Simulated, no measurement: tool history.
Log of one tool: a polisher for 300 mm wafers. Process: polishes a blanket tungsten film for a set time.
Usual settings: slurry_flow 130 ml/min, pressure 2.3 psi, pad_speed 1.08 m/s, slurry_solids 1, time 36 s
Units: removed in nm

run,day,slurry_flow,pressure,pad_speed,slurry_solids,time,"incoming thickness of the incoming film, nm",removed
1,0,130,2.9,1.08,1,36,1382.4,118.3
# day 0.671: worn pad replaced by a new one
2,0.896,130,2.3,1.08,1,36,1398.2,98.7
# day 1.888: slurry tank refilled with fresh slurry and peroxide
3,2.017,130,2.3,1.08,1,36,1424.8,112.9
# day 5.625: slurry blender recalibrated
4,6.462,130,2.3,1.08,1,36,1411.4,95.2
# day 7.354: worn pad replaced by a new one
5,7.5,130,2.3,1.08,1,36,1408.5,102.4
# day 7.938: slurry tank refilled with fresh slurry and peroxide
6,8.708,130,2.3,1.08,1,36,1384.5,111.1
7,9.658,130,2.3,1.08,1,36,1399.6,108.6
8,10.417,130,2.6,1.08,1,36,1422.2,122.4
# day 12.038: head pressure recalibrated
9,13.333,130,2.3,1.08,1,36,1394.1,94.7
# day 13.95: worn pad replaced by a new one
10,14.554,130,2.3,1.08,1,36,1410,99.6
# day 14.642: slurry tank refilled with fresh slurry and peroxide
11,15.138,130,2.3,1.08,1,36,1413.2,108.9
12,16.471,130,2.3,1.08,1,36,1397,107.6
# day 17.425: slurry nozzle cleaned
13,17.7,90,3,0.7,1,43,1423.5,110.6
14,19.2,170,1.8,1.46,1,36,1398.7,101.5
15,19.983,130,2.3,1.08,0.9,39,1383.1,100.1
16,20.512,130,2.3,0.84,1,36,1395.4,77.7
# day 21.112: worn pad replaced by a new one
17,21.133,130,2.3,1.08,1,36,1380.1,101.7
# day 21.417: slurry tank refilled with fresh slurry and peroxide
18,21.667,130,2.3,1.08,1,32,1403.3,97.4
19,22.558,130,2.3,1.08,1,36,1421,104.8
# day 23.242: slurry blender recalibrated
20,23.35,110,2.3,0.9,1,36,1393.9,89.1
21,24.296,155,2.3,1.08,1,24,1400.1,73
22,24.971,90,3,0.7,1,43,1390,105.9
23,25.988,90,1.6,1.08,1,36,1417.8,61.1
# day 26.946: slurry tank refilled with fresh slurry and peroxide
# day 26.971: worn pad replaced by a new one
24,26.992,170,1.9,1.08,0.8,36,1402.1,89.8
25,28.179,130,2.3,1.08,1.2,36,1412.1,111.3

5 ways to go on from here, each from the tool as it stands after run 25. What would each give?
A,28.196,130,1.8,1.08,1,36,1384.8,?
B,28.196,130,2.3,0.8,0.85,36,1384.8,?
C,28.196,130,2.1,1.22,1.15,36,1384.8,?
D,28.196,95,2.3,0.84,1,36,1384.8,?
E,28.196,165,2.3,0.76,1.25,36,1384.8,?

run,removed
A,85.6
B,86.1
C,112.6
D,85
E,95.4
Without the tool's hidden state the same runs would have given:
run,removed
A,88.1
B,88.6
C,115.8
D,87.5
E,98.2

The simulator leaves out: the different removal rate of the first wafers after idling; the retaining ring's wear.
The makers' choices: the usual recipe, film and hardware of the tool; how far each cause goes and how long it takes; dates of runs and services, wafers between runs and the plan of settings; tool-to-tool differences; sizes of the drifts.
